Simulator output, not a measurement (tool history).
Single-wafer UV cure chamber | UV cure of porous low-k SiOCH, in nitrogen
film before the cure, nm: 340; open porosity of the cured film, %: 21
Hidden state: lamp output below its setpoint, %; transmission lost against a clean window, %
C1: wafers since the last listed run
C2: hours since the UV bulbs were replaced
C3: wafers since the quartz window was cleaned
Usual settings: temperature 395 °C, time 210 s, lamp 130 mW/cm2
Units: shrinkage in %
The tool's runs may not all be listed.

{"run": 1, "hour": 0.0, "temperature": 395, "time": 210, "lamp": 130, "C1": 0, "C2": 1909.9, "C3": 1732, "shrinkage": 11.296}
{"hour": 8.0, "done": "quartz window cleaned"}
{"run": 2, "hour": 41.2, "temperature": 395, "time": 210, "lamp": 130, "C1": 504, "C2": 1951.1, "C3": 504, "shrinkage": 11.55}
{"run": 3, "hour": 100.0, "temperature": 395, "time": 210, "lamp": 130, "C1": 893, "C2": 2009.9, "C3": 1398, "shrinkage": 11.077}
{"hour": 142.3, "done": "quartz window cleaned"}
{"run": 4, "hour": 148.0, "temperature": 380, "time": 210, "lamp": 130, "C1": 608, "C2": 2057.9, "C3": 86, "shrinkage": 10.764}
{"run": 5, "hour": 177.0, "temperature": 395, "time": 185, "lamp": 99, "C1": 440, "C2": 2086.9, "C3": 526, "shrinkage": 9.375}
{"hour": 221.9, "done": "UV bulbs replaced"}
{"run": 6, "hour": 222.4, "temperature": 395, "time": 185, "lamp": 99, "C1": 568, "C2": 0.5, "C3": 1095, "shrinkage": 11.456}
{"run": 7, "hour": 254.0, "temperature": 395, "time": 185, "lamp": 99, "C1": 480, "C2": 32.1, "C3": 1575, "shrinkage": 11.813}
{"run": 8, "hour": 282.3, "temperature": 399, "time": 210, "lamp": 130, "C1": 430, "C2": 60.4, "C3": 2006, "shrinkage": 13.368}
{"hour": 298.8, "done": "quartz window cleaned"}
{"run": 9, "hour": 342.1, "temperature": 395, "time": 210, "lamp": 130, "C1": 787, "C2": 120.2, "C3": 658, "shrinkage": 13.242}
{"run": 10, "hour": 381.5, "temperature": 411, "time": 245, "lamp": 144, "C1": 599, "C2": 159.6, "C3": 1257, "shrinkage": 14.844}
{"run": 11, "hour": 408.5, "temperature": 395, "time": 330, "lamp": 130, "C1": 410, "C2": 186.6, "C3": 1668, "shrinkage": 15.745}
{"hour": 441.1, "done": "quartz window cleaned"}
{"run": 12, "hour": 479.2, "temperature": 402, "time": 95, "lamp": 130, "C1": 953, "C2": 257.3, "C3": 578, "shrinkage": 9.315}
{"run": 13, "hour": 506.2, "temperature": 403, "time": 105, "lamp": 115, "C1": 410, "C2": 284.3, "C3": 989, "shrinkage": 9.185}
{"run": 14, "hour": 556.5, "temperature": 380, "time": 335, "lamp": 96, "C1": 764, "C2": 334.6, "C3": 1753, "shrinkage": 13.76}
{"hour": 571.5, "done": "quartz window cleaned"}
{"run": 15, "hour": 604.6, "temperature": 395, "time": 185, "lamp": 99, "C1": 609, "C2": 382.7, "C3": 503, "shrinkage": 11.248}
{"run": 16, "hour": 663.8, "temperature": 402, "time": 325, "lamp": 155, "C1": 900, "C2": 441.9, "C3": 1403, "shrinkage": 16.425}

5 ways to go on from here, each from the tool as it stands after run 16. What would each give?
{"run": "A", "hour": 664.2, "temperature": 395, "time": 210, "lamp": 130, "C1": 6, "C2": 442.3, "C3": 1410, "shrinkage": "?"}
{"run": "B", "hour": 664.2, "temperature": 407, "time": 210, "lamp": 98, "C1": 6, "C2": 442.3, "C3": 1410, "shrinkage": "?"}
{"run": "C", "hour": 664.2, "temperature": 395, "time": 260, "lamp": 104, "C1": 6, "C2": 442.3, "C3": 1410, "shrinkage": "?"}
{"run": "D", "hour": 664.2, "temperature": 395, "time": 165, "lamp": 110, "C1": 6, "C2": 442.3, "C3": 1410, "shrinkage": "?"}
{"run": "E", "hour": 664.2, "temperature": 377, "time": 250, "lamp": 130, "C1": 6, "C2": 442.3, "C3": 1410, "shrinkage": "?"}

run=A shrinkage=12.816
run=B shrinkage=11.669
run=C shrinkage=12.769
run=D shrinkage=10.857
run=E shrinkage=13.321
Without the tool's hidden state the same runs would have given:
run=A shrinkage=13.340
run=B shrinkage=12.179
run=C shrinkage=13.292
run=D shrinkage=11.357
run=E shrinkage=13.850
